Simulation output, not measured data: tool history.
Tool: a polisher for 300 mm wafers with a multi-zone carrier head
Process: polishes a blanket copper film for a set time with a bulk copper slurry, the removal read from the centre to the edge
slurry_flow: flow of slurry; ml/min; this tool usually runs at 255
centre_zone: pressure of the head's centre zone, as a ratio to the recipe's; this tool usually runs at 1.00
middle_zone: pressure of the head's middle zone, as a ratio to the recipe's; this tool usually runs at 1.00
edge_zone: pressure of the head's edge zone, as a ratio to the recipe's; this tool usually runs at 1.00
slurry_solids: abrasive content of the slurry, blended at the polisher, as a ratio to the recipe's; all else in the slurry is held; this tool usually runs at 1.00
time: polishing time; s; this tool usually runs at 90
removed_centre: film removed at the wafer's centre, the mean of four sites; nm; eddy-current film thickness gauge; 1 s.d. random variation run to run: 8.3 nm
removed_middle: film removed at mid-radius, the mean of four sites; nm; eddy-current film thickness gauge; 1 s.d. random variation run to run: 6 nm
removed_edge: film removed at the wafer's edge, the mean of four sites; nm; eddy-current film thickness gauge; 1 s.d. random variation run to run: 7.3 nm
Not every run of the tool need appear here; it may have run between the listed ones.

run	day	slurry_flow	centre_zone	middle_zone	edge_zone	slurry_solids	time	wafers since the last listed run	wafers polished on this pad	hours since the slurry nozzle was cleaned	hours since the centre zone pressure was calibrated	hours since the edge zone pressure was calibrated	hours since the carrier head's membrane was replaced	incoming thickness of the incoming film, nm	removed_centre	removed_middle	removed_edge
1	0.000	255	1.00	1.00	1.00	1.00	90	0	1431	530.1	295.3	46.8	647.1	3132.6	496.5	538.6	544.6
2	1.104	255	1.00	1.00	1.00	1.15	90	304	1736	556.6	321.8	73.3	673.6	3150.6	523.0	560.0	564.1
3	1.712	255	1.00	1.00	1.00	1.15	90	167	1904	571.2	336.4	87.9	688.2	3173.6	528.7	546.9	571.4
# day 2.050: worn pad replaced by a new one
4	2.596	255	0.96	0.90	1.05	1.15	90	197	151	592.4	357.6	109.1	709.4	3189.0	495.5	495.9	586.2
5	4.867	195	1.06	1.10	1.07	1.00	90	626	777	646.9	412.1	163.6	763.9	3176.1	475.4	538.5	544.6
6	6.271	215	0.93	1.00	1.00	1.00	114	387	1164	680.6	445.8	197.3	797.6	3148.1	553.9	656.0	658.9
7	7.346	255	1.00	1.00	1.00	1.00	90	296	1461	706.4	471.6	223.1	823.4	3109.3	492.6	532.7	556.7
8	8.558	255	1.00	1.03	0.89	1.00	90	334	1796	735.5	500.7	252.2	852.5	3157.6	482.0	548.8	513.8
# day 9.504: worn pad replaced by a new one
9	9.642	255	1.00	1.00	1.00	1.00	90	252	37	761.5	526.7	278.2	878.5	3118.5	481.1	535.3	540.7
10	10.912	255	1.00	1.00	0.94	1.00	90	350	388	792.0	557.2	308.7	909.0	3200.3	467.9	523.3	527.9
11	11.838	255	1.00	1.00	1.00	1.00	90	255	643	814.2	579.4	330.9	931.2	3156.8	478.8	524.2	556.7
# day 12.200: carrier head's membrane replaced by a new one
12	13.192	190	1.00	1.00	1.00	1.00	90	316	959	846.7	611.9	363.4	23.8	3147.9	429.4	488.4	521.6
13	14.283	280	0.96	0.95	1.00	1.25	90	301	1260	872.9	638.1	389.6	50.0	3171.3	479.4	544.5	574.2
# day 14.642: centre zone pressure recalibrated
# day 14.842: slurry nozzle cleaned
14	15.125	255	0.95	1.00	1.04	1.00	90	197	1458	6.8	11.6	409.8	70.2	3104.2	557.2	586.0	594.8
15	16.371	255	1.00	1.07	1.00	1.00	90	343	1802	36.7	41.5	439.7	100.1	3124.9	555.9	615.3	589.9
# day 16.908: worn pad replaced by a new one
16	17.754	255	1.00	1.00	1.00	1.00	90	335	233	69.9	74.7	472.9	133.3	3119.0	566.3	584.1	573.7
17	18.938	255	1.00	1.00	1.03	1.00	120	326	559	98.3	103.1	501.3	161.7	3099.0	724.8	772.9	773.3
18	20.254	255	1.00	1.11	1.05	1.00	90	363	923	129.9	134.7	532.9	193.3	3122.7	541.3	610.6	593.5
19	21.046	255	1.00	1.00	1.00	1.00	82	218	1141	148.9	153.7	551.9	212.3	3129.1	494.9	516.8	520.5
20	22.800	255	1.00	1.11	1.00	1.00	98	483	1625	191.0	195.8	594.0	254.4	3133.7	593.4	672.1	607.8

Predict each of these 5 candidate next runs independently; none follows another, all start after run 20:
A	22.817	255	1.00	1.00	1.00	1.00	65	4	1630	191.4	196.2	594.4	254.8	3126.3	?	?	?
B	22.817	255	1.00	1.00	1.11	1.00	90	4	1630	191.4	196.2	594.4	254.8	3126.3	?	?	?
C	22.817	305	1.00	1.00	0.94	1.00	116	4	1630	191.4	196.2	594.4	254.8	3126.3	?	?	?
D	22.817	175	1.00	1.06	1.00	0.75	90	4	1630	191.4	196.2	594.4	254.8	3126.3	?	?	?
E	22.817	170	1.00	1.00	1.00	1.00	90	4	1630	191.4	196.2	594.4	254.8	3126.3	?	?	?

run	removed_centre	removed_middle	removed_edge
A	376.9	405.0	415.3
B	521.9	560.7	605.5
C	694.6	744.1	735.3
D	449.3	512.5	511.9
E	469.8	510.9	538.0
What these runs would have given with no unlogged condition in the tool:
run	removed_centre	removed_middle	removed_edge
A	405.2	425.4	430.8
B	561.0	588.9	628.2
C	739.5	774.9	758.3
D	497.0	551.6	539.6
E	521.2	551.3	567.9
